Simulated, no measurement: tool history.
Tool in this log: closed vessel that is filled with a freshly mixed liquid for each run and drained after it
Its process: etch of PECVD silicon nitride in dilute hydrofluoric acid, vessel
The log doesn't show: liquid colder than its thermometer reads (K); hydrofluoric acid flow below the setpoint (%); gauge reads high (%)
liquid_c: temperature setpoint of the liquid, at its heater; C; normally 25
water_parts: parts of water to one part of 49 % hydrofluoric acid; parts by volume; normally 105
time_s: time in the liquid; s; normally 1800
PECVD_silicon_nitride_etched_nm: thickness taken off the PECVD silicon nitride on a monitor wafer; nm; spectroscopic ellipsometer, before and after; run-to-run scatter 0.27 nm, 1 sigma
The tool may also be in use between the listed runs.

run	hour	liquid_c	water_parts	time_s	wafers since the last listed run	hours since the thermometer was replaced	hours since the hydrofluoric acid flow meter was replaced	hours since the gauge calibration	read-back film thickness of the PECVD silicon nitride reference wafer, read on the same gauge (nm)	PECVD_silicon_nitride_etched_nm
1	0	27.5	105	1800	0	186.5	733.8	953.5	139.99	32.24
2	44.3	27.5	105	1800	2373	230.8	778.1	997.8	140.01	32.22
3	76.4	25	105	1060	1719	262.9	810.2	1029.9	139.98	16.15
4	105.8	25	105	1060	1574	292.3	839.6	1059.3	139.99	15.83
5	141.6	25	105	1060	1917	328.1	875.4	1095.1	139.99	15.88
6	258.2	25	105	1800	6246	444.7	992	1211.7	140.03	26.58
7	298.1	25	105	1800	2137	484.6	1031.9	1251.6	140	26.8
8	327.1	25	105	1800	1553	513.6	1060.9	1280.6	140.02	27.04
9	381	25	105	2250	2887	567.5	1114.8	1334.5	140.01	33.85
10	443.5	25	105	2250	3348	630	1177.3	1397	139.98	33.24
# hour 496.4: hydrofluoric acid flow meter replaced
11	501.2	25	105	1800	3037	687.7	4.8	1454.7	139.98	28.71
# hour 528.9: thermometer replaced
# hour 541.6: gauge calibrated
12	546.4	25	105	2475	2367	17.5	50	4.8	139.99	39.97
13	581.8	25	105	2475	1896	52.9	85.4	40.2	139.99	40.17
14	648.4	26.5	105	1800	3567	119.5	152	106.8	140.02	31.19
15	688.5	25	105	1800	2148	159.6	192.1	146.9	140	29.03
16	716.9	25	105	2475	1521	188	220.5	175.3	140	38.68
17	770.9	21.5	90	895	2892	242	274.5	229.3	139.98	13.18
18	804.9	22.5	145	1320	1821	276	308.5	263.3	139.99	12.92
19	872.8	25	105	2090	3637	343.9	376.4	331.2	139.99	33.39
20	919.8	22.5	140	1375	2517	390.9	423.4	378.2	139.97	13.76
21	980	29.5	150	1415	3224	451.1	483.6	438.4	140.01	20.54
22	1031.2	21.5	145	1800	2742	502.3	534.8	489.6	140.02	16.24
23	1087.8	21.5	145	1800	3031	558.9	591.4	546.2	140.01	16.05
24	1128	25	105	1800	2153	599.1	631.6	586.4	140.02	27.75
25	1188.7	25	120	1500	3251	659.8	692.3	647.1	140.01	20.18
26	1227.8	25	60	1800	2094	698.9	731.4	686.2	140	48.32

The next listed run, before its measurement:
27	1281.9	29	105	1800	2898	753	785.5	740.3	?	?

read-back film thickness of the PECVD silicon nitride reference wafer, read on the same gauge (nm): 140
PECVD_silicon_nitride_etched_nm: 35.87 nm
Minus the tool's unlogged condition, the same run would have read PECVD_silicon_nitride_etched_nm 38.16 nm.
